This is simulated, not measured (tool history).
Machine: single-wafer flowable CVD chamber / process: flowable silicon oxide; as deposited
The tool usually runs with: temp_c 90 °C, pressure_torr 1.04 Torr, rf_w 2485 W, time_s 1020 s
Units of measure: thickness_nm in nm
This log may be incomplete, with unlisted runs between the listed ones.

run   hour  temp_c  pressure_torr  rf_w  time_s  read-back reference wafer on the same gauge, thickness_nm  thickness_nm
  1    0.0      99           1.04  2485    1020                                                   1520.774       910.390
  2    4.2      90           1.04  2485    1020                                                   1520.146      1274.528
  3   14.7      90           1.04  2485    1020                                                   1520.337      1274.165
  4   21.8      90           1.04  2485    1020                                                   1520.518      1277.560
  5   33.4      97           1.04  2485    1110                                                   1519.279      1062.174
  6   43.7      90           1.20  2485    1020                                                   1520.917      1467.397
  7   52.4      90           0.84  2485    1020                                                   1521.177      1025.324
  8   60.9      78           1.04  2485    1020                                                   1519.929      1892.148
  9   78.6      90           1.21  2485     920                                                   1519.108      1328.043
 10   92.3      90           1.26  2020    1090                                                   1520.013      1584.294
 11  106.2      90           1.04  2485    1020                                                   1520.314      1278.989
 12  122.6      90           0.95  2485    1170                                                   1518.628      1331.583
 13  135.7      90           1.04  2485    1020                                                   1518.847      1275.410
 14  147.0      90           1.04  2485    1020                                                   1518.818      1277.185
     148.4  -- gauge calibrated
 15  176.7      90           1.12  2485    1020                                                   1521.014      1375.325

Forecast run 16:
 16  186.3      90           1.04  2650     950                                                          ?             ?

For run 16 the tool returned read-back reference wafer on the same gauge, thickness_nm 1520.799, thickness_nm 1202.833 nm.
With no hidden state in the tool, this same run would have given thickness_nm 1202.833 nm.
